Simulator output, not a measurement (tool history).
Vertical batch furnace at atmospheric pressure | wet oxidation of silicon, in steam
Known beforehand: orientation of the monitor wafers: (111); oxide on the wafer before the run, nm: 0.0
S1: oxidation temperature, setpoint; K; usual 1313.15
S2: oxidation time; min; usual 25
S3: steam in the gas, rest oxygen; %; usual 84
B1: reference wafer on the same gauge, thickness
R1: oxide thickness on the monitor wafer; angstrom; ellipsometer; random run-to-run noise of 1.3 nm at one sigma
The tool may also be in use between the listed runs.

{"run": 1, "hour": 0.0, "S1": 1326.15, "S2": 25, "S3": 84, "B1": 329.2, "R1": 3471.9}
{"run": 2, "hour": 86.4, "S1": 1326.15, "S2": 25, "S3": 84, "B1": 328.71, "R1": 3470}
{"run": 3, "hour": 146.4, "S1": 1326.15, "S2": 25, "S3": 84, "B1": 329.65, "R1": 3515.4}
{"run": 4, "hour": 243.7, "S1": 1313.15, "S2": 25, "S3": 75, "B1": 329.61, "R1": 3049.9}
{"run": 5, "hour": 302.7, "S1": 1313.15, "S2": 25, "S3": 75, "B1": 330.69, "R1": 3059.7}
{"run": 6, "hour": 365.8, "S1": 1313.15, "S2": 25, "S3": 75, "B1": 330.26, "R1": 3041.9}
{"run": 7, "hour": 472.7, "S1": 1313.15, "S2": 25, "S3": 88, "B1": 331.28, "R1": 3393.3}
{"run": 8, "hour": 558.2, "S1": 1313.15, "S2": 25, "S3": 84, "B1": 332.16, "R1": 3287.8}
{"hour": 589.7, "done": "steam generator serviced"}
{"run": 9, "hour": 602.3, "S1": 1306.15, "S2": 21, "S3": 84, "B1": 332.67, "R1": 2831.9}
{"run": 10, "hour": 912.0, "S1": 1313.15, "S2": 25, "S3": 84, "B1": 335.9, "R1": 3343.4}
{"run": 11, "hour": 972.6, "S1": 1313.15, "S2": 34.5, "S3": 74, "B1": 336.17, "R1": 3771.3}
{"run": 12, "hour": 1034.5, "S1": 1313.15, "S2": 25, "S3": 84, "B1": 337.51, "R1": 3342.8}
{"hour": 1083.3, "done": "thermocouples replaced and temperature profile calibrated"}
{"hour": 1141.4, "done": "gauge calibrated"}
{"run": 13, "hour": 1142.2, "S1": 1298.15, "S2": 25, "S3": 84, "B1": 330.19, "R1": 3023.5}
{"run": 14, "hour": 1191.5, "S1": 1307.15, "S2": 15.5, "S3": 93, "B1": 330.49, "R1": 2492.2}
{"run": 15, "hour": 1272.8, "S1": 1304.15, "S2": 14.5, "S3": 92, "B1": 330.45, "R1": 2325}
{"run": 16, "hour": 1368.6, "S1": 1313.15, "S2": 25, "S3": 84, "B1": 331.04, "R1": 3304.3}
{"run": 17, "hour": 1459.5, "S1": 1338.15, "S2": 20, "S3": 91, "B1": 330.27, "R1": 3451}
{"run": 18, "hour": 1554.1, "S1": 1313.15, "S2": 36, "S3": 74, "B1": 331.45, "R1": 3804.5}
{"run": 19, "hour": 1590.4, "S1": 1326.15, "S2": 25, "S3": 84, "B1": 331.83, "R1": 3501.5}
{"run": 20, "hour": 1658.6, "S1": 1313.15, "S2": 25, "S3": 84, "B1": 331.85, "R1": 3292.7}
{"run": 21, "hour": 1710.6, "S1": 1292.15, "S2": 15.5, "S3": 84, "B1": 332.51, "R1": 2125}

Each row is a separate what-if for the run after 21, all from the same tool condition, not one after another. Results?
{"run": "A", "hour": 1714.9, "S1": 1313.15, "S2": 25, "S3": 84, "B1": "?", "R1": "?"}
{"run": "B", "hour": 1714.9, "S1": 1328.15, "S2": 29, "S3": 91, "B1": "?", "R1": "?"}
{"run": "C", "hour": 1714.9, "S1": 1327.15, "S2": 21.5, "S3": 84, "B1": "?", "R1": "?"}

run=A B1=332.47 R1=3308.3
run=B B1=332.47 R1=4096
run=C B1=332.47 R1=3250
With no hidden state in the tool, these same runs would have given:
run=A R1=3285.3
run=B R1=4067.6
run=C R1=3227.4
